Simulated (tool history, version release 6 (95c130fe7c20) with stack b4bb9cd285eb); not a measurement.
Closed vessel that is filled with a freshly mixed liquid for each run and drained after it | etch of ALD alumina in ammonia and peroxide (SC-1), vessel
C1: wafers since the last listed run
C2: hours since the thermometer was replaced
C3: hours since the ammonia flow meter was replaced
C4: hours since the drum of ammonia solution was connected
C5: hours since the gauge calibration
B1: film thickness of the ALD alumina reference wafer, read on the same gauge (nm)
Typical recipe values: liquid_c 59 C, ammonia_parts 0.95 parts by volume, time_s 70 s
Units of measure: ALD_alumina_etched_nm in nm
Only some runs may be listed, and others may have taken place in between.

run 1 day=0 | liquid_c=59 ammonia_parts=0.95 time_s=70 | C1=0 C2=936.1 C3=848.5 C4=663.2 C5=30.2 | B1=129.99 | ALD_alumina_etched_nm=6.87
run 2 day=0.767 | liquid_c=59 ammonia_parts=0.95 time_s=70 | C1=2080 C2=954.5 C3=866.9 C4=681.6 C5=48.6 | B1=130 | ALD_alumina_etched_nm=6.91
run 3 day=1.329 | liquid_c=59 ammonia_parts=0.95 time_s=70 | C1=1526 C2=968 C3=880.4 C4=695.1 C5=62.1 | B1=129.96 | ALD_alumina_etched_nm=6.86
run 4 day=1.858 | liquid_c=59 ammonia_parts=0.95 time_s=70 | C1=1435 C2=980.7 C3=893.1 C4=707.8 C5=74.8 | B1=130.04 | ALD_alumina_etched_nm=6.88
run 5 day=2.417 | liquid_c=56 ammonia_parts=0.95 time_s=70 | C1=1514 C2=994.1 C3=906.5 C4=721.2 C5=88.2 | B1=130 | ALD_alumina_etched_nm=5.93
run 6 day=3.129 | liquid_c=56 ammonia_parts=0.95 time_s=70 | C1=1933 C2=1011.2 C3=923.6 C4=738.3 C5=105.3 | B1=129.99 | ALD_alumina_etched_nm=5.88
run 7 day=4.258 | liquid_c=56 ammonia_parts=0.95 time_s=70 | C1=3063 C2=1038.3 C3=950.7 C4=765.4 C5=132.4 | B1=129.95 | ALD_alumina_etched_nm=5.88
run 8 day=5.338 | liquid_c=59 ammonia_parts=0.95 time_s=70 | C1=2928 C2=1064.2 C3=976.6 C4=791.3 C5=158.3 | B1=130.01 | ALD_alumina_etched_nm=6.89
run 9 day=5.975 | liquid_c=59 ammonia_parts=0.95 time_s=70 | C1=1729 C2=1079.5 C3=991.9 C4=806.6 C5=173.6 | B1=129.98 | ALD_alumina_etched_nm=6.92
run 10 day=7.104 | liquid_c=59 ammonia_parts=0.95 time_s=70 | C1=3063 C2=1106.6 C3=1019 C4=833.7 C5=200.7 | B1=130.02 | ALD_alumina_etched_nm=6.93
-- day=7.575 thermometer replaced
run 11 day=8.229 | liquid_c=59 ammonia_parts=0.95 time_s=70 | C1=2939 C2=15.7 C3=1046 C4=860.7 C5=227.7 | B1=130.01 | ALD_alumina_etched_nm=6.51
run 12 day=8.821 | liquid_c=59 ammonia_parts=1.15 time_s=55 | C1=1605 C2=29.9 C3=1060.2 C4=874.9 C5=241.9 | B1=130.02 | ALD_alumina_etched_nm=5.23
run 13 day=9.508 | liquid_c=59 ammonia_parts=0.95 time_s=70 | C1=1865 C2=46.4 C3=1076.7 C4=891.4 C5=258.4 | B1=129.98 | ALD_alumina_etched_nm=6.55
run 14 day=10.062 | liquid_c=59 ammonia_parts=1.1 time_s=85 | C1=1503 C2=59.7 C3=1090 C4=904.7 C5=271.7 | B1=130 | ALD_alumina_etched_nm=8.05
run 15 day=10.979 | liquid_c=63 ammonia_parts=0.95 time_s=70 | C1=2487 C2=81.7 C3=1112 C4=926.7 C5=293.7 | B1=129.97 | ALD_alumina_etched_nm=8.04
-- day=11.596 ammonia flow meter replaced
run 16 day=11.671 | liquid_c=68 ammonia_parts=1.1 time_s=70 | C1=1763 C2=98.3 C3=1.8 C4=943.3 C5=310.3 | B1=130.01 | ALD_alumina_etched_nm=10.41
run 17 day=12.688 | liquid_c=66 ammonia_parts=0.95 time_s=70 | C1=2758 C2=122.7 C3=26.2 C4=967.7 C5=334.7 | B1=129.99 | ALD_alumina_etched_nm=9.36
-- day=13.304 gauge calibrated
-- day=13.95 new drum of ammonia solution connected
run 18 day=14.179 | liquid_c=59 ammonia_parts=0.95 time_s=70 | C1=3934 C2=158.5 C3=62 C4=5.5 C5=21 | B1=129.99 | ALD_alumina_etched_nm=6.56
run 19 day=14.729 | liquid_c=55 ammonia_parts=0.95 time_s=90 | C1=1492 C2=171.7 C3=75.2 C4=18.7 C5=34.2 | B1=130.02 | ALD_alumina_etched_nm=6.87
run 20 day=16.15 | liquid_c=52 ammonia_parts=0.95 time_s=70 | C1=3855 C2=205.8 C3=109.3 C4=52.8 C5=68.3 | B1=129.99 | ALD_alumina_etched_nm=4.56
run 21 day=16.867 | liquid_c=64 ammonia_parts=0.6 time_s=35 | C1=1944 C2=223 C3=126.5 C4=70 C5=85.5 | B1=130.04 | ALD_alumina_etched_nm=4.07
run 22 day=17.712 | liquid_c=63 ammonia_parts=0.95 time_s=110 | C1=2295 C2=243.3 C3=146.8 C4=90.3 C5=105.8 | B1=130.02 | ALD_alumina_etched_nm=12.64

Alternative continuations, all from the tool just after run 22; predict every row:
run A day=17.742 | liquid_c=59 ammonia_parts=0.95 time_s=110 | C1=79 C2=244 C3=147.5 C4=91 C5=106.5 | B1=? | ALD_alumina_etched_nm=?
run B day=17.742 | liquid_c=67 ammonia_parts=0.5 time_s=70 | C1=79 C2=244 C3=147.5 C4=91 C5=106.5 | B1=? | ALD_alumina_etched_nm=?
run C day=17.742 | liquid_c=67 ammonia_parts=1.2 time_s=60 | C1=79 C2=244 C3=147.5 C4=91 C5=106.5 | B1=? | ALD_alumina_etched_nm=?

run=A B1=129.99 ALD_alumina_etched_nm=10.35
run=B B1=129.99 ALD_alumina_etched_nm=9.26
run=C B1=129.99 ALD_alumina_etched_nm=8.62
Had the tool no hidden state, the same runs would have come out as:
run=A ALD_alumina_etched_nm=10.05
run=B ALD_alumina_etched_nm=9
run=C ALD_alumina_etched_nm=8.38
